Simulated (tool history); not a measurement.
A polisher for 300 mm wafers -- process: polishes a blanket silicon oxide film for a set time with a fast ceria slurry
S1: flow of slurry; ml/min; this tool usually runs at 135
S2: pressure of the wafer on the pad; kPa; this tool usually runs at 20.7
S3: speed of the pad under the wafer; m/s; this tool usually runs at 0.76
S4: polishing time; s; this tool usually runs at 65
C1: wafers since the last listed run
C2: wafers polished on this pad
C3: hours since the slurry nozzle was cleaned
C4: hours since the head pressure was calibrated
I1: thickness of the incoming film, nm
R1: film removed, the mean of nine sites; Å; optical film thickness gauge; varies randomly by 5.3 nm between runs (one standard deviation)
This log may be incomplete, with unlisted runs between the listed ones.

{"run": 1, "day": 0.0, "S1": 135, "S2": 20.7, "S3": 0.76, "S4": 65, "C1": 0, "C2": 1069, "C3": 154.5, "C4": 127.5, "I1": 3710.9, "R1": 7542}
{"run": 2, "day": 0.925, "S1": 135, "S2": 22.8, "S3": 0.96, "S4": 65, "C1": 141, "C2": 1211, "C3": 176.7, "C4": 149.7, "I1": 3720.7, "R1": 10299}
{"run": 3, "day": 2.208, "S1": 135, "S2": 20.7, "S3": 0.76, "S4": 65, "C1": 196, "C2": 1407, "C3": 207.5, "C4": 180.5, "I1": 3775.2, "R1": 7471}
{"day": 3.383, "done": "worn pad replaced by a new one"}
{"run": 4, "day": 3.633, "S1": 135, "S2": 20.7, "S3": 0.76, "S4": 65, "C1": 192, "C2": 38, "C3": 241.7, "C4": 214.7, "I1": 3731.1, "R1": 7426}
{"run": 5, "day": 4.917, "S1": 120, "S2": 15.2, "S3": 0.76, "S4": 65, "C1": 196, "C2": 234, "C3": 272.5, "C4": 245.5, "I1": 3764.6, "R1": 5395}
{"run": 6, "day": 5.758, "S1": 110, "S2": 20.7, "S3": 0.76, "S4": 65, "C1": 128, "C2": 363, "C3": 292.7, "C4": 265.7, "I1": 3757.9, "R1": 7304}
{"run": 7, "day": 7.054, "S1": 110, "S2": 20.7, "S3": 0.76, "S4": 65, "C1": 198, "C2": 562, "C3": 323.8, "C4": 296.8, "I1": 3712.4, "R1": 7145}
{"run": 8, "day": 11.354, "S1": 135, "S2": 20.7, "S3": 0.64, "S4": 65, "C1": 658, "C2": 1220, "C3": 427, "C4": 400, "I1": 3677.8, "R1": 6198}
{"run": 9, "day": 11.879, "S1": 135, "S2": 20.7, "S3": 0.64, "S4": 65, "C1": 80, "C2": 1300, "C3": 439.6, "C4": 412.6, "I1": 3778.9, "R1": 6243}
{"run": 10, "day": 13.254, "S1": 135, "S2": 20.7, "S3": 0.76, "S4": 65, "C1": 210, "C2": 1511, "C3": 472.6, "C4": 445.6, "I1": 3758.3, "R1": 7394}
{"run": 11, "day": 14.233, "S1": 135, "S2": 22.1, "S3": 0.76, "S4": 75, "C1": 149, "C2": 1661, "C3": 496.1, "C4": 469.1, "I1": 3706.2, "R1": 9097}
{"day": 14.421, "done": "worn pad replaced by a new one"}
{"run": 12, "day": 15.0, "S1": 135, "S2": 22.1, "S3": 0.76, "S4": 75, "C1": 91, "C2": 88, "C3": 514.5, "C4": 487.5, "I1": 3639.9, "R1": 9175}
{"run": 13, "day": 16.1, "S1": 135, "S2": 20.7, "S3": 0.76, "S4": 65, "C1": 168, "C2": 256, "C3": 540.9, "C4": 513.9, "I1": 3651.8, "R1": 7296}
{"run": 14, "day": 17.529, "S1": 135, "S2": 20.7, "S3": 0.76, "S4": 65, "C1": 218, "C2": 475, "C3": 575.2, "C4": 548.2, "I1": 3719.6, "R1": 7406}
{"run": 15, "day": 18.112, "S1": 135, "S2": 20.7, "S3": 0.76, "S4": 65, "C1": 89, "C2": 564, "C3": 589.2, "C4": 562.2, "I1": 3685.9, "R1": 7399}
{"day": 18.488, "done": "slurry nozzle cleaned"}
{"run": 16, "day": 19.046, "S1": 150, "S2": 20.7, "S3": 0.76, "S4": 65, "C1": 136, "C2": 701, "C3": 13.4, "C4": 584.6, "I1": 3764.5, "R1": 7896}
{"run": 17, "day": 20.321, "S1": 135, "S2": 20.7, "S3": 0.76, "S4": 65, "C1": 195, "C2": 896, "C3": 44, "C4": 615.2, "I1": 3760.1, "R1": 7597}
{"run": 18, "day": 20.833, "S1": 180, "S2": 24.8, "S3": 0.56, "S4": 77, "C1": 78, "C2": 975, "C3": 56.3, "C4": 627.5, "I1": 3691.7, "R1": 8360}
{"run": 19, "day": 22.062, "S1": 105, "S2": 16.5, "S3": 0.64, "S4": 65, "C1": 188, "C2": 1163, "C3": 85.8, "C4": 657, "I1": 3680.9, "R1": 4930}
{"day": 22.738, "done": "worn pad replaced by a new one"}
{"run": 20, "day": 23.488, "S1": 135, "S2": 20.7, "S3": 0.76, "S4": 65, "C1": 192, "C2": 114, "C3": 120, "C4": 691.2, "I1": 3672.5, "R1": 7606}
{"run": 21, "day": 24.317, "S1": 135, "S2": 20.7, "S3": 0.84, "S4": 80, "C1": 126, "C2": 241, "C3": 139.9, "C4": 711.1, "I1": 3775.6, "R1": 10260}
{"run": 22, "day": 25.012, "S1": 135, "S2": 26.9, "S3": 0.76, "S4": 65, "C1": 106, "C2": 348, "C3": 156.6, "C4": 727.8, "I1": 3751.6, "R1": 9771}
{"run": 23, "day": 25.746, "S1": 135, "S2": 20.7, "S3": 0.5, "S4": 65, "C1": 112, "C2": 460, "C3": 174.2, "C4": 745.4, "I1": 3707, "R1": 4972}
{"run": 24, "day": 26.446, "S1": 135, "S2": 20.7, "S3": 0.84, "S4": 87, "C1": 107, "C2": 567, "C3": 191, "C4": 762.2, "I1": 3652.8, "R1": 11218}
{"run": 25, "day": 27.304, "S1": 120, "S2": 17.2, "S3": 1.02, "S4": 86, "C1": 131, "C2": 698, "C3": 211.6, "C4": 782.8, "I1": 3698.4, "R1": 10837}
{"day": 28.096, "done": "head pressure recalibrated"}
{"run": 26, "day": 28.142, "S1": 135, "S2": 20.7, "S3": 0.76, "S4": 65, "C1": 115, "C2": 814, "C3": 231.7, "C4": 1.1, "I1": 3687.8, "R1": 7426}
{"run": 27, "day": 29.633, "S1": 135, "S2": 27.6, "S3": 0.76, "S4": 72, "C1": 228, "C2": 1042, "C3": 267.5, "C4": 36.9, "I1": 3715.6, "R1": 10931}
{"run": 28, "day": 30.329, "S1": 135, "S2": 20.7, "S3": 0.76, "S4": 47, "C1": 106, "C2": 1149, "C3": 284.2, "C4": 53.6, "I1": 3703.3, "R1": 5346}
{"run": 29, "day": 31.708, "S1": 175, "S2": 23.4, "S3": 0.7, "S4": 77, "C1": 211, "C2": 1360, "C3": 317.3, "C4": 86.7, "I1": 3734.9, "R1": 9559}
{"day": 32.879, "done": "worn pad replaced by a new one"}
{"run": 30, "day": 36.004, "S1": 135, "S2": 20.7, "S3": 0.84, "S4": 80, "C1": 632, "C2": 478, "C3": 420.4, "C4": 189.8, "I1": 3719.9, "R1": 10196}
{"run": 31, "day": 36.588, "S1": 120, "S2": 15.2, "S3": 0.76, "S4": 65, "C1": 89, "C2": 567, "C3": 434.4, "C4": 203.8, "I1": 3736.9, "R1": 5297}
{"run": 32, "day": 37.267, "S1": 135, "S2": 20.7, "S3": 0.58, "S4": 65, "C1": 103, "C2": 671, "C3": 450.7, "C4": 220.1, "I1": 3700.8, "R1": 5616}
{"run": 33, "day": 37.933, "S1": 135, "S2": 22.8, "S3": 0.76, "S4": 65, "C1": 102, "C2": 773, "C3": 466.7, "C4": 236.1, "I1": 3716.3, "R1": 8072}
{"run": 34, "day": 38.804, "S1": 135, "S2": 20.7, "S3": 0.98, "S4": 82, "C1": 133, "C2": 907, "C3": 487.6, "C4": 257, "I1": 3712.3, "R1": 11900}
{"day": 40.762, "done": "slurry nozzle cleaned"}
{"day": 42.167, "done": "worn pad replaced by a new one"}
{"run": 35, "day": 42.188, "S1": 135, "S2": 20.7, "S3": 0.76, "S4": 65, "C1": 486, "C2": 2, "C3": 34.2, "C4": 338.2, "I1": 3736.9, "R1": 7642}
{"run": 36, "day": 42.996, "S1": 135, "S2": 24.1, "S3": 0.76, "S4": 84, "C1": 123, "C2": 126, "C3": 53.6, "C4": 357.6, "I1": 3661.6, "R1": 11534}

Below are 5 alternative next runs, each starting from the tool's condition after run 36. Predict each:
{"run": "A", "day": 43.012, "S1": 105, "S2": 20.7, "S3": 0.76, "S4": 65, "C1": 2, "C2": 129, "C3": 54, "C4": 358, "I1": 3706.8, "R1": "?"}
{"run": "B", "day": 43.012, "S1": 135, "S2": 20.7, "S3": 0.76, "S4": 44, "C1": 2, "C2": 129, "C3": 54, "C4": 358, "I1": 3706.8, "R1": "?"}
{"run": "C", "day": 43.012, "S1": 120, "S2": 20.7, "S3": 0.76, "S4": 45, "C1": 2, "C2": 129, "C3": 54, "C4": 358, "I1": 3706.8, "R1": "?"}
{"run": "D", "day": 43.012, "S1": 175, "S2": 20.7, "S3": 0.76, "S4": 65, "C1": 2, "C2": 129, "C3": 54, "C4": 358, "I1": 3706.8, "R1": "?"}
{"run": "E", "day": 43.012, "S1": 100, "S2": 17.2, "S3": 0.54, "S4": 86, "C1": 2, "C2": 129, "C3": 54, "C4": 358, "I1": 3706.8, "R1": "?"}

run=A R1=7349
run=B R1=5154
run=C R1=5186
run=D R1=7878
run=E R1=5733
Had the tool no hidden state, the same runs would have come out as:
run=A R1=7441
run=B R1=5210
run=C R1=5246
run=D R1=7949
run=E R1=5807
